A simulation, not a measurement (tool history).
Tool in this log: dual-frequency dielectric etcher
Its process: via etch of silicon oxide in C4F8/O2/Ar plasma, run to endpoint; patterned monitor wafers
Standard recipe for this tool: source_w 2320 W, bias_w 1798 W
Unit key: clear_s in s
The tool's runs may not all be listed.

run	day	source_w	bias_w	wafers since the last listed run	hours since the last wet clean	hours since the last source power generator calibration	hours since the last bias power generator calibration	hours since the last upper electrode change	incoming incoming film thickness, nm	clear_s
1	0.000	2090	1798	0	188.8	1145.4	2986.4	3473.1	1167.7	248.0
2	2.133	2090	1798	434	240.0	1196.6	3037.6	3524.3	1163.1	244.2
3	3.246	1900	1798	226	266.7	1223.3	3064.3	3551.0	1166.3	262.9
4	4.375	2720	1798	230	293.8	1250.4	3091.4	3578.1	1173.7	212.4
5	6.517	2720	1798	436	345.2	1301.8	3142.8	3629.5	1178.5	208.8
6	7.579	2720	1798	216	370.7	1327.3	3168.3	3655.0	1164.1	206.3
7	8.800	2320	1798	248	400.0	1356.6	3197.6	3684.3	1171.8	230.0
8	9.954	2320	1798	235	427.7	1384.3	3225.3	3712.0	1162.4	222.9
# day 12.321: wet clean of the chamber
9	12.342	2320	1798	282	0.5	1441.6	3282.6	3769.3	1169.6	234.6
10	13.462	2320	1798	228	27.4	1468.5	3309.5	3796.2	1171.7	243.4
11	14.850	2320	1798	282	60.7	1501.8	3342.8	3829.5	1173.1	237.6
12	16.079	2320	1696	250	90.2	1531.3	3372.3	3859.0	1176.1	241.1
13	17.142	2320	1696	216	115.7	1556.8	3397.8	3884.5	1168.7	241.4
14	18.962	2490	2051	371	159.4	1600.5	3441.5	3928.2	1169.1	218.4
15	21.117	2540	2133	439	211.1	1652.2	3493.2	3979.9	1176.1	213.4
16	22.525	2550	2232	287	244.9	1686.0	3527.0	4013.7	1172.5	208.8
17	24.175	2750	2095	336	284.5	1725.6	3566.6	4053.3	1179.0	203.5
18	31.038	2540	1596	1398	449.2	1890.3	3731.3	4218.0	1172.3	223.4
# day 32.079: bias power generator calibrated
# day 32.371: upper electrode replaced
19	33.238	2670	2207	354	502.0	1943.1	27.8	20.8	1165.3	199.8
20	34.912	2140	1451	341	542.2	1983.3	68.0	61.0	1178.0	252.5
# day 36.183: source power generator calibrated
# day 38.471: wet clean of the chamber
21	38.492	2150	2182	491	0.5	55.4	153.9	146.9	1165.9	234.3

Run 22, settings as shown, results not yet in. Your forecast:
22	39.608	2320	1798	227	27.3	82.2	180.7	173.7	1167.7	?

clear_s: 237.3 s
Take away the tool's hidden state, keep the run-to-run variation as it was, and the same run would have given clear_s 238.2 s.
